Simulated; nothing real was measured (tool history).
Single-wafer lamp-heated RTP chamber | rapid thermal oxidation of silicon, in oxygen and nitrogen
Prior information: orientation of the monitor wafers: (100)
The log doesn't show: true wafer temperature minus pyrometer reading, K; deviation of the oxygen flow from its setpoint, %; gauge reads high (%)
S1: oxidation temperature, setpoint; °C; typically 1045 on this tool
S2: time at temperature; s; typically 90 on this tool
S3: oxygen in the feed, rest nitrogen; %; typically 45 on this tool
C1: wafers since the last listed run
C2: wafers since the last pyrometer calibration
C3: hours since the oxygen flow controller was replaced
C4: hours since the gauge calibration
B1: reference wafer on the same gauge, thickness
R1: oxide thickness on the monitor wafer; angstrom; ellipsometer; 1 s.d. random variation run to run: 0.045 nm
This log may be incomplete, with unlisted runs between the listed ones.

{"run": 1, "hour": 0.0, "S1": 1045, "S2": 90, "S3": 45, "C1": 0, "C2": 1635, "C3": 2878.7, "C4": 64.2, "B1": 8.861, "R1": 77.61}
{"run": 2, "hour": 104.5, "S1": 1045, "S2": 90, "S3": 45, "C1": 844, "C2": 2480, "C3": 2983.2, "C4": 168.7, "B1": 8.923, "R1": 78.06}
{"hour": 195.7, "done": "pyrometer window cleaned and pyrometer calibrated"}
{"run": 3, "hour": 206.6, "S1": 1045, "S2": 90, "S3": 45, "C1": 760, "C2": 87, "C3": 3085.3, "C4": 270.8, "B1": 9.005, "R1": 78.99}
{"run": 4, "hour": 273.5, "S1": 1035, "S2": 61, "S3": 45, "C1": 540, "C2": 628, "C3": 3152.2, "C4": 337.7, "B1": 9.067, "R1": 62.07}
{"run": 5, "hour": 353.7, "S1": 1035, "S2": 61, "S3": 45, "C1": 648, "C2": 1276, "C3": 3232.4, "C4": 417.9, "B1": 9.105, "R1": 62.65}
{"run": 6, "hour": 432.5, "S1": 1035, "S2": 61, "S3": 45, "C1": 636, "C2": 1913, "C3": 3311.2, "C4": 496.7, "B1": 9.128, "R1": 63.21}
{"run": 7, "hour": 484.3, "S1": 1045, "S2": 90, "S3": 65, "C1": 418, "C2": 2332, "C3": 3363, "C4": 548.5, "B1": 9.127, "R1": 91.84}
{"hour": 582.3, "done": "pyrometer window cleaned and pyrometer calibrated"}
{"run": 8, "hour": 591.7, "S1": 1045, "S2": 90, "S3": 65, "C1": 803, "C2": 76, "C3": 3470.4, "C4": 655.9, "B1": 9.157, "R1": 90.6}
{"run": 9, "hour": 637.6, "S1": 1045, "S2": 90, "S3": 65, "C1": 371, "C2": 447, "C3": 3516.3, "C4": 701.8, "B1": 9.17, "R1": 91.03}
{"run": 10, "hour": 692.8, "S1": 1045, "S2": 90, "S3": 45, "C1": 446, "C2": 893, "C3": 3571.5, "C4": 757, "B1": 9.156, "R1": 80.22}
{"run": 11, "hour": 743.4, "S1": 1045, "S2": 90, "S3": 45, "C1": 409, "C2": 1302, "C3": 3622.1, "C4": 807.6, "B1": 9.186, "R1": 80.15}
{"run": 12, "hour": 815.0, "S1": 1045, "S2": 90, "S3": 45, "C1": 578, "C2": 1881, "C3": 3693.7, "C4": 879.2, "B1": 9.176, "R1": 80.93}
{"run": 13, "hour": 876.4, "S1": 1063, "S2": 62, "S3": 20, "C1": 496, "C2": 2377, "C3": 3755.1, "C4": 940.6, "B1": 9.193, "R1": 58.05}
{"hour": 956.8, "done": "oxygen flow controller replaced"}
{"hour": 969.5, "done": "pyrometer window cleaned and pyrometer calibrated"}
{"run": 14, "hour": 970.0, "S1": 1018, "S2": 90, "S3": 45, "C1": 627, "C2": 4, "C3": 13.2, "C4": 1034.2, "B1": 9.202, "R1": 66.58}
{"hour": 1122.0, "done": "gauge calibrated"}
{"run": 15, "hour": 1240.8, "S1": 1057, "S2": 70, "S3": 67, "C1": 2188, "C2": 2193, "C3": 284, "C4": 118.8, "B1": 8.895, "R1": 85.47}
{"run": 16, "hour": 1340.7, "S1": 1069, "S2": 117, "S3": 55, "C1": 807, "C2": 3000, "C3": 383.9, "C4": 218.7, "B1": 8.962, "R1": 111.49}
{"hour": 1352.8, "done": "pyrometer window cleaned and pyrometer calibrated"}
{"run": 17, "hour": 1393.9, "S1": 1055, "S2": 90, "S3": 45, "C1": 365, "C2": 332, "C3": 437.1, "C4": 271.9, "B1": 8.98, "R1": 83.65}
{"run": 18, "hour": 1575.6, "S1": 1045, "S2": 90, "S3": 45, "C1": 1468, "C2": 1801, "C3": 618.8, "C4": 453.6, "B1": 9.073, "R1": 79.88}
{"run": 19, "hour": 1643.1, "S1": 1045, "S2": 90, "S3": 45, "C1": 545, "C2": 2346, "C3": 686.3, "C4": 521.1, "B1": 9.068, "R1": 79.47}
{"hour": 1716.5, "done": "pyrometer window cleaned and pyrometer calibrated"}
{"run": 20, "hour": 1717.0, "S1": 1070, "S2": 135, "S3": 33, "C1": 532, "C2": 4, "C3": 760.2, "C4": 595, "B1": 9.099, "R1": 101.2}
{"run": 21, "hour": 1818.6, "S1": 1057, "S2": 116, "S3": 74, "C1": 821, "C2": 825, "C3": 861.8, "C4": 696.6, "B1": 9.134, "R1": 116.19}
{"run": 22, "hour": 1926.2, "S1": 1037, "S2": 90, "S3": 45, "C1": 869, "C2": 1695, "C3": 969.4, "C4": 804.2, "B1": 9.141, "R1": 75.63}
{"run": 23, "hour": 1998.9, "S1": 1045, "S2": 90, "S3": 45, "C1": 587, "C2": 2283, "C3": 1042.1, "C4": 876.9, "B1": 9.165, "R1": 80.84}
{"hour": 2074.9, "done": "pyrometer window cleaned and pyrometer calibrated"}
{"run": 24, "hour": 2075.4, "S1": 1015, "S2": 90, "S3": 45, "C1": 553, "C2": 4, "C3": 1118.6, "C4": 953.4, "B1": 9.158, "R1": 65.25}
{"run": 25, "hour": 2105.0, "S1": 1037, "S2": 90, "S3": 45, "C1": 239, "C2": 243, "C3": 1148.2, "C4": 983, "B1": 9.136, "R1": 75.84}

Each row is a separate what-if for the run after 25, all from the same tool condition, not one after another. Results?
{"run": "A", "hour": 2105.5, "S1": 1045, "S2": 78, "S3": 45, "C1": 4, "C2": 247, "C3": 1148.7, "C4": 983.5, "B1": "?", "R1": "?"}
{"run": "B", "hour": 2105.5, "S1": 1045, "S2": 58, "S3": 25, "C1": 4, "C2": 247, "C3": 1148.7, "C4": 983.5, "B1": "?", "R1": "?"}
{"run": "C", "hour": 2105.5, "S1": 1059, "S2": 90, "S3": 70, "C1": 4, "C2": 247, "C3": 1148.7, "C4": 983.5, "B1": "?", "R1": "?"}

run=A B1=9.146 R1=74.54
run=B B1=9.146 R1=53.52
run=C B1=9.146 R1=102.38
Without the tool's unlogged condition, the same runs would have read:
run=A R1=70.97
run=B R1=50.96
run=C R1=97.48
